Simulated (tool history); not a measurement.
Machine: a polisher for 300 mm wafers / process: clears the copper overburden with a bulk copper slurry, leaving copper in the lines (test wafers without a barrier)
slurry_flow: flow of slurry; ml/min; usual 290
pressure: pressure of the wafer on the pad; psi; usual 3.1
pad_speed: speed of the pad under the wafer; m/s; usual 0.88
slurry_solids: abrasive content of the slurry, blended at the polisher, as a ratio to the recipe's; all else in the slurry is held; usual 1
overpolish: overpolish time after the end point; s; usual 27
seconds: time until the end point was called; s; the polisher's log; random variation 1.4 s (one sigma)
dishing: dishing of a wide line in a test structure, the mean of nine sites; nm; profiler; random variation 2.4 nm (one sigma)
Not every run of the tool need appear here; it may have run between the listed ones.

run    hour  slurry_flow  pressure  pad_speed  slurry_solids  overpolish  incoming thickness of the incoming film, nm  seconds  dishing
  1       0          290       2.4       0.88           1.05          27                                       1007.2    174.6     79.3
       60.8  -- slurry blender recalibrated
  2   106.6          290       3.1       0.88              1          27                                       1011.5    132.6     99.3
  3   146.2          290       3.1       0.88              1          27                                       1007.6    132.2     98.9
      157.1  -- worn pad replaced by a new one
  4   248.3          290       3.1       1.02              1          27                                          992    121.1    101.5
  5   286.1          290       3.1       1.02              1          27                                       1002.5    121.3    102.9
  6   340.4          290       3.1       0.88              1          27                                        989.1    135.8     98.2
      345.2  -- slurry blender recalibrated
      416.7  -- slurry nozzle cleaned
  7   422.8          290       3.1       0.88              1          27                                        993.2    130.3     99.2
      482.9  -- worn pad replaced by a new one
      552.8  -- head pressure recalibrated
  8   658.7          290       3.1       0.88              1          27                                        993.3    136.1     96.3
      676.9  -- slurry blender recalibrated
  9   765.3          220       3.1       0.88              1          27                                       1006.3    137.2     97.2
      789.8  -- worn pad replaced by a new one
 10   810.9          210       3.1       0.96           0.75          13                                        999.5    137.4     59.1
 11   886.6          290       4.1       0.88            0.7          27                                       1001.9    108.3      115
 12   958.4          290       3.1       0.78            0.9          27                                       1003.7    148.1     91.8
      975.5  -- slurry blender recalibrated
 13  1023.4          290       3.1       1.02              1          27                                       1009.9    121.8    103.8
     1089.6  -- worn pad replaced by a new one
 14  1092.1          290       3.1       0.88              1          11                                        996.5    131.1       54
     1134.6  -- slurry nozzle cleaned
     1137.5  -- head pressure recalibrated
 15  1183.4          380       3.1       0.88              1          13                                       1009.1    132.4     61.1
 16  1235.9          390       3.1       0.88            1.2          27                                       1005.1    128.4    101.3
 17    1281          290       3.1       0.88              1          27                                       1002.1    135.4     98.6
     1287.2  -- slurry blender recalibrated
 18  1340.3          290       3.1       0.88              1          15                                       1008.4    132.5     67.7
     1346.1  -- worn pad replaced by a new one
 19  1447.8          290       3.1       0.88              1          27                                       1005.9    134.8     98.4

Forecast each of these 4 alternatives for the next run:
  A  1448.3          290       3.1       0.88              1          27                                        994.7        ?        ?
  B  1448.3          290       3.1          1              1          27                                        994.7        ?        ?
  C  1448.3          290       3.1        0.6           0.85          17                                        994.7        ?        ?
  D  1448.3          290       3.9       0.88           0.85          38                                        994.7        ?        ?

run  seconds  dishing
  A    133.2     98.9
  B    122.7    103.4
  C    170.5     61.7
  D    108.4    133.1
Without the tool's unlogged condition, the same runs would have read:
run  seconds  dishing
  A    129.2    100.6
  B      119      105
  C    165.5     63.2
  D    105.2    134.6

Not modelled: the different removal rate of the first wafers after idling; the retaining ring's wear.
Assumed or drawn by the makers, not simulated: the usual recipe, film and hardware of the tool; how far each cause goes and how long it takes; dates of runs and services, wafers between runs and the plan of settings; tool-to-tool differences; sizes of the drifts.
